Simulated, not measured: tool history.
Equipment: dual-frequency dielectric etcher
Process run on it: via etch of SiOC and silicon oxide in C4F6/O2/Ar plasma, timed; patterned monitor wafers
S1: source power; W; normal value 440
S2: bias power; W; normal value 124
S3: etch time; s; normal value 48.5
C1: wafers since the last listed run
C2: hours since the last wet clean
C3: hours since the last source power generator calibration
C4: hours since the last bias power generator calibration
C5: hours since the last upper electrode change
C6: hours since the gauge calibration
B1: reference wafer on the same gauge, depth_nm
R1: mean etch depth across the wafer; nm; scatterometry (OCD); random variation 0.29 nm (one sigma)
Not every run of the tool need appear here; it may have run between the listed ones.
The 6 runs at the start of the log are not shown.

run     day   S1   S2    S3    C1     C2      C3      C4      C5      C6    B1    R1
  7  15.325  480  124  48.5   367  447.9  1314.0  1342.5  4434.9   446.0  46.6  48.6
  8  18.321  550  102  43.0   560  519.8  1385.9  1414.4  4506.8   517.9  46.5  43.1
  9  21.762  440  124  63.0   643  602.4  1468.5  1497.0  4589.4   600.5  46.6  61.0
 10  25.012  440  124  48.5   607  680.4  1546.5  1575.0  4667.4   678.5  46.6  47.1
 11  28.246  440  124  48.5   604  758.0  1624.1  1652.6  4745.0   756.1  46.6  46.7
     29.346  -- upper electrode replaced
 12  29.808  380  124  54.0   105  795.5  1661.6  1690.1    11.1   793.6  46.6  50.1
     30.925  -- wet clean of the chamber
 13  32.208  440  112  41.0   261   30.8  1719.2  1747.7    68.7   851.2  46.6  40.7
 14  34.542  520  124  48.5   436   86.8  1775.2  1803.7   124.7   907.2  46.6  50.5
 15  36.283  380  124  63.0   325  128.6  1817.0  1845.5   166.5   949.0  46.6  61.9
 16  40.383  440  113  41.5   766  227.0  1915.4  1943.9   264.9  1047.4  46.6  41.0
     43.483  -- bias power generator calibrated
 17  44.308  440  124  48.5   703  321.2  2009.6    19.8   359.1  1141.6  46.6  48.1
 18  48.217  550  101  48.5   731  415.0  2103.4   113.6   452.9  1235.4  46.5  49.0
     49.096  -- source power generator calibrated
 19  57.108  490  134  62.0  1632  628.4   192.3   327.0   666.3  1448.8  46.6  62.3
     61.871  -- wet clean of the chamber
 20  64.112  440  124  39.0  1123   53.8   360.4   495.1   834.4  1616.9  46.6  39.2
 21  70.038  440  124  48.5  1108  196.0   502.6   637.3   976.6  1759.1  46.6  48.6
 22  71.925  510  124  51.5   353  241.3   547.9   682.6  1021.9  1804.4  46.6  52.6
 23  74.496  440  124  48.5   480  303.0   609.6   744.3  1083.6  1866.1  46.6  47.9
 24  77.833  500  124  59.5   624  383.1   689.7   824.4  1163.7  1946.2  46.6  60.3
 25  81.938  350  145  59.5   767  481.6   788.2   922.9  1262.2  2044.7  46.6  57.6
 26  86.421  490  110  57.0   838  589.2   895.8  1030.5  1369.8  2152.3  46.7  55.6
     89.467  -- wet clean of the chamber
 27  90.546  480  153  60.5   584   25.9   994.8  1129.5  1468.8  2251.3  46.6  63.9
 28  92.567  360  102  37.5   378   74.4  1043.3  1178.0  1517.3  2299.8  46.6  35.3
 29  94.638  480  154  48.5   387  124.1  1093.0  1227.7  1567.0  2349.5  46.5  50.8
 30  97.550  370   99  42.5   544  194.0  1162.9  1297.6  1636.9  2419.4  46.6  39.8

Here are 4 independent what-if runs from the current tool condition. What would each one return?
  A  97.567  440  124  48.5   3  194.4  1163.3  1298.0  1637.3  2419.8   ?   ?
  B  97.567  390  136  53.0   3  194.4  1163.3  1298.0  1637.3  2419.8   ?   ?
  C  97.567  440  147  44.5   3  194.4  1163.3  1298.0  1637.3  2419.8   ?   ?
  D  97.567  410  143  48.5   3  194.4  1163.3  1298.0  1637.3  2419.8   ?   ?

run    B1    R1
  A  46.7  48.6
  B  46.7  52.6
  C  46.7  45.8
  D  46.7  49.0
With the hidden condition removed and each run's random variation left untouched, the same runs would have given:
run    R1
  A  49.5
  B  53.6
  C  46.6
  D  49.9
